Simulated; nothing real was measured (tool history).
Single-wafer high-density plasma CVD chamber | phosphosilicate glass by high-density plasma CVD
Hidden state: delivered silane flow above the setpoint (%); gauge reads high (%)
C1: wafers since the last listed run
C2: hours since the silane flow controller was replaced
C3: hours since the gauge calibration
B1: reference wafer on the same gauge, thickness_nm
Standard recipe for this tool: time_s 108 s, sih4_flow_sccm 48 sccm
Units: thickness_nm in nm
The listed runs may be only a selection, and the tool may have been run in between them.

run 1 hour=0.0 | time_s=108 sih4_flow_sccm=48 | C1=0 C2=915.6 C3=1851.2 | B1=463.008 | thickness_nm=477.339
run 2 hour=39.5 | time_s=108 sih4_flow_sccm=48 | C1=604 C2=955.1 C3=1890.7 | B1=463.122 | thickness_nm=477.312
run 3 hour=131.7 | time_s=103 sih4_flow_sccm=42 | C1=1411 C2=1047.3 C3=1982.9 | B1=462.868 | thickness_nm=397.889
run 4 hour=185.9 | time_s=103 sih4_flow_sccm=42 | C1=829 C2=1101.5 C3=2037.1 | B1=462.788 | thickness_nm=397.228
run 5 hour=252.0 | time_s=103 sih4_flow_sccm=42 | C1=1011 C2=1167.6 C3=2103.2 | B1=463.635 | thickness_nm=398.559
run 6 hour=334.5 | time_s=108 sih4_flow_sccm=48 | C1=1262 C2=1250.1 C3=2185.7 | B1=463.071 | thickness_nm=474.547
run 7 hour=411.2 | time_s=108 sih4_flow_sccm=48 | C1=1173 C2=1326.8 C3=2262.4 | B1=463.239 | thickness_nm=478.831
run 8 hour=502.5 | time_s=108 sih4_flow_sccm=48 | C1=1397 C2=1418.1 C3=2353.7 | B1=463.012 | thickness_nm=474.858
run 9 hour=563.2 | time_s=108 sih4_flow_sccm=48 | C1=929 C2=1478.8 C3=2414.4 | B1=462.532 | thickness_nm=472.939
run 10 hour=617.3 | time_s=108 sih4_flow_sccm=48 | C1=828 C2=1532.9 C3=2468.5 | B1=462.549 | thickness_nm=476.226
run 11 hour=704.2 | time_s=108 sih4_flow_sccm=48 | C1=1330 C2=1619.8 C3=2555.4 | B1=463.062 | thickness_nm=475.845
run 12 hour=796.4 | time_s=108 sih4_flow_sccm=48 | C1=1411 C2=1712.0 C3=2647.6 | B1=462.321 | thickness_nm=475.405
run 13 hour=878.2 | time_s=108 sih4_flow_sccm=48 | C1=1251 C2=1793.8 C3=2729.4 | B1=463.608 | thickness_nm=478.529
run 14 hour=960.6 | time_s=108 sih4_flow_sccm=48 | C1=1261 C2=1876.2 C3=2811.8 | B1=462.900 | thickness_nm=479.971
run 15 hour=1049.8 | time_s=108 sih4_flow_sccm=48 | C1=1365 C2=1965.4 C3=2901.0 | B1=463.074 | thickness_nm=478.585
-- hour=1106.7 silane flow controller replaced
run 16 hour=1119.0 | time_s=108 sih4_flow_sccm=48 | C1=936 C2=12.3 C3=2970.2 | B1=462.819 | thickness_nm=475.643
run 17 hour=1201.8 | time_s=115 sih4_flow_sccm=57 | C1=1267 C2=95.1 C3=3053.0 | B1=463.902 | thickness_nm=606.555
-- hour=1274.1 gauge calibrated
run 18 hour=1307.2 | time_s=129 sih4_flow_sccm=52 | C1=1613 C2=200.5 C3=33.1 | B1=463.022 | thickness_nm=613.575
run 19 hour=1352.5 | time_s=117 sih4_flow_sccm=48 | C1=693 C2=245.8 C3=78.4 | B1=462.642 | thickness_nm=515.809
run 20 hour=1410.3 | time_s=95 sih4_flow_sccm=40 | C1=884 C2=303.6 C3=136.2 | B1=462.592 | thickness_nm=350.191
run 21 hour=1513.5 | time_s=121 sih4_flow_sccm=56 | C1=1579 C2=406.8 C3=239.4 | B1=462.981 | thickness_nm=622.126
run 22 hour=1621.4 | time_s=108 sih4_flow_sccm=57 | C1=1651 C2=514.7 C3=347.3 | B1=463.551 | thickness_nm=566.816
run 23 hour=1671.2 | time_s=98 sih4_flow_sccm=48 | C1=762 C2=564.5 C3=397.1 | B1=462.961 | thickness_nm=431.636
run 24 hour=1825.8 | time_s=126 sih4_flow_sccm=48 | C1=2366 C2=719.1 C3=551.7 | B1=463.367 | thickness_nm=554.712
run 25 hour=1880.4 | time_s=117 sih4_flow_sccm=48 | C1=835 C2=773.7 C3=606.3 | B1=463.081 | thickness_nm=514.608
run 26 hour=1919.6 | time_s=128 sih4_flow_sccm=54 | C1=599 C2=812.9 C3=645.5 | B1=462.601 | thickness_nm=633.936
run 27 hour=1968.9 | time_s=121 sih4_flow_sccm=42 | C1=754 C2=862.2 C3=694.8 | B1=462.527 | thickness_nm=465.282
run 28 hour=2071.3 | time_s=108 sih4_flow_sccm=48 | C1=1567 C2=964.6 C3=797.2 | B1=463.006 | thickness_nm=476.209
run 29 hour=2146.6 | time_s=101 sih4_flow_sccm=42 | C1=1152 C2=1039.9 C3=872.5 | B1=462.983 | thickness_nm=389.646
run 30 hour=2207.7 | time_s=126 sih4_flow_sccm=48 | C1=935 C2=1101.0 C3=933.6 | B1=462.711 | thickness_nm=553.072
run 31 hour=2280.4 | time_s=108 sih4_flow_sccm=48 | C1=1112 C2=1173.7 C3=1006.3 | B1=463.153 | thickness_nm=474.120
run 32 hour=2343.2 | time_s=108 sih4_flow_sccm=48 | C1=961 C2=1236.5 C3=1069.1 | B1=463.408 | thickness_nm=475.980
run 33 hour=2448.5 | time_s=114 sih4_flow_sccm=57 | C1=1611 C2=1341.8 C3=1174.4 | B1=462.909 | thickness_nm=591.840

What differs in the tool's unlogged condition from the final listed run ahead of each entry between runs to the first listed run following it?
In the gap between runs 15 and 16: silane flow controller replaced (hour 1106.7)
  both runs share identical hidden conditions
In the gap between runs 17 and 18: gauge calibrated (hour 1274.1)
  both runs share identical hidden conditions
